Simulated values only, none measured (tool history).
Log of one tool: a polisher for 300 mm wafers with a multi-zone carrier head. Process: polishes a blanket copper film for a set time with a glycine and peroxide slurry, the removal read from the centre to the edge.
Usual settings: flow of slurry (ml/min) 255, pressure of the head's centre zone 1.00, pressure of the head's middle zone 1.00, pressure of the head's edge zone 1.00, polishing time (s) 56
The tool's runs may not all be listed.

run	hour	flow of slurry (ml/min)	pressure of the head's centre zone	pressure of the head's middle zone	pressure of the head's edge zone	polishing time (s)	wafers since the last listed run	wafers polished on this pad	hours since the slurry nozzle was cleaned	hours since the centre zone pressure was calibrated	hours since the edge zone pressure was calibrated	hours since the carrier head's membrane was replaced	incoming thickness of the incoming film, nm	film removed at the wafer's centre (angstrom)	film removed at mid-radius (angstrom)	film removed at the wafer's edge (angstrom)
1	0.0	255	1.09	0.97	0.92	61	0	3544	225.4	895.4	216.4	436.2	1368.2	2992	2718	2684
# hour 17.5: worn pad replaced by a new one
2	46.9	255	1.00	1.00	1.00	56	334	229	272.3	942.3	263.3	483.1	1391.3	2726	2756	2760
3	91.7	255	1.00	1.11	1.00	42	348	578	317.1	987.1	308.1	527.9	1405.1	2041	2192	2054
4	121.0	255	1.07	1.00	0.97	56	228	806	346.4	1016.4	337.4	557.2	1363.9	2871	2737	2667
# hour 180.1: edge zone pressure recalibrated
5	185.3	255	1.00	1.05	1.00	68	485	1291	410.7	1080.7	5.2	621.5	1382.0	3227	3337	3284
# hour 190.7: centre zone pressure recalibrated
6	243.5	165	0.90	1.10	1.12	56	437	1729	468.9	52.8	63.4	679.7	1363.2	2212	2624	2702
# hour 286.0: slurry nozzle cleaned
7	286.9	255	1.00	1.00	0.93	56	330	2059	0.9	96.2	106.8	723.1	1388.6	2611	2619	2555
# hour 335.8: carrier head's membrane replaced by a new one
8	344.6	255	1.00	1.00	1.00	56	410	2470	58.6	153.9	164.5	8.8	1362.9	2621	2519	2630
9	371.9	290	1.00	1.00	1.00	56	212	2682	85.9	181.2	191.8	36.1	1369.8	2620	2645	2665
10	403.8	255	1.00	1.00	1.00	56	248	2931	117.8	213.1	223.7	68.0	1389.5	2560	2573	2595
11	458.6	255	0.95	1.00	0.95	56	426	3358	172.6	267.9	278.5	122.8	1388.8	2362	2513	2522
# hour 501.7: worn pad replaced by a new one
12	520.1	255	1.00	1.00	1.00	56	447	143	234.1	329.4	340.0	184.3	1388.8	2767	2766	2780
13	567.9	345	1.00	1.00	0.96	56	372	515	281.9	377.2	387.8	232.1	1382.3	2852	2831	2744
14	639.8	255	1.00	0.91	1.00	56	560	1075	353.8	449.1	459.7	304.0	1382.9	2692	2534	2753
# hour 676.3: edge zone pressure recalibrated
15	703.5	255	1.00	1.00	1.00	56	480	1556	417.5	512.8	27.2	367.7	1393.9	2679	2695	2689
16	762.7	255	1.00	1.00	1.00	56	461	2017	476.7	572.0	86.4	426.9	1379.1	2651	2606	2661
# hour 795.3: slurry nozzle cleaned
17	802.2	255	1.00	1.00	1.00	56	299	2317	6.9	611.5	125.9	466.4	1400.7	2622	2621	2644
18	854.3	255	1.00	1.00	1.00	56	405	2723	59.0	663.6	178.0	518.5	1352.7	2597	2564	2627
19	898.8	255	1.00	0.94	1.00	66	346	3069	103.5	708.1	222.5	563.0	1367.2	3038	2860	3107
20	960.6	320	1.07	1.00	0.96	41	481	3551	165.3	769.9	284.3	624.8	1362.2	2079	1882	1859
# hour 990.0: carrier head's membrane replaced by a new one
21	994.3	225	1.11	1.00	1.05	56	223	3774	199.0	803.6	318.0	4.3	1375.6	2790	2471	2544

How the hidden state differs across the entries between the runs, from the last listed run before each to the first after it:
Between runs 1 and 2: worn pad replaced by a new one (hour 17.5)
  removal rate lost through wear of the pad, %: 9.09 -> 1.46
  measured less the result without the state, film removed at the wafer's centre (angstrom): -299 -> -40; film removed at mid-radius (angstrom): -272 -> -41; film removed at the wafer's edge (angstrom): -268 -> -40
Between runs 4 and 5: edge zone pressure recalibrated (hour 180.1)
  removal rate lost through wear of the pad, %: 2.79 -> 3.94
  measured less the result without the state, film removed at the wafer's centre (angstrom): -82 -> -133; film removed at mid-radius (angstrom): -78 -> -137; film removed at the wafer's edge (angstrom): -76 -> -135
Between runs 5 and 6: centre zone pressure recalibrated (hour 190.7)
  removal rate lost through wear of the pad, %: 3.94 -> 4.98
  measured less the result without the state, film removed at the wafer's centre (angstrom): -133 -> -116; film removed at mid-radius (angstrom): -137 -> -137; film removed at the wafer's edge (angstrom): -135 -> -142
Between runs 6 and 7: slurry nozzle cleaned (hour 286.0)
  removal rate lost through wear of the pad, %: 4.98 -> 5.76
  measured less the result without the state, film removed at the wafer's centre (angstrom): -116 -> -160; film removed at mid-radius (angstrom): -137 -> -160; film removed at the wafer's edge (angstrom): -142 -> -157
Between runs 7 and 8: carrier head's membrane replaced by a new one (hour 335.8)
  removal rate lost through wear of the pad, %: 5.76 -> 6.8
  measured less the result without the state, film removed at the wafer's centre (angstrom): -160 -> -192; film removed at mid-radius (angstrom): -160 -> -184; film removed at the wafer's edge (angstrom): -157 -> -192
Between runs 11 and 12: worn pad replaced by a new one (hour 501.7)
  removal rate lost through wear of the pad, %: 8.84 -> 0.396
  measured less the result without the state, film removed at the wafer's centre (angstrom): -229 -> -11; film removed at mid-radius (angstrom): -244 -> -11; film removed at the wafer's edge (angstrom): -244 -> -11
Between runs 14 and 15: edge zone pressure recalibrated (hour 676.3)
  removal rate lost through wear of the pad, %: 2.54 -> 3.68
  measured less the result without the state, film removed at the wafer's centre (angstrom): -70 -> -103; film removed at mid-radius (angstrom): -66 -> -103; film removed at the wafer's edge (angstrom): -71 -> -103
Between runs 16 and 17: slurry nozzle cleaned (hour 795.3)
  removal rate lost through wear of the pad, %: 4.74 -> 5.45
  measured less the result without the state, film removed at the wafer's centre (angstrom): -132 -> -151; film removed at mid-radius (angstrom): -130 -> -152; film removed at the wafer's edge (angstrom): -133 -> -153
Between runs 20 and 21: carrier head's membrane replaced by a new one (hour 990.0)
  removal rate lost through wear of the pad, %: 8.29 -> 8.9
  measured less the result without the state, film removed at the wafer's centre (angstrom): -188 -> -273; film removed at mid-radius (angstrom): -170 -> -241; film removed at the wafer's edge (angstrom): -168 -> -248
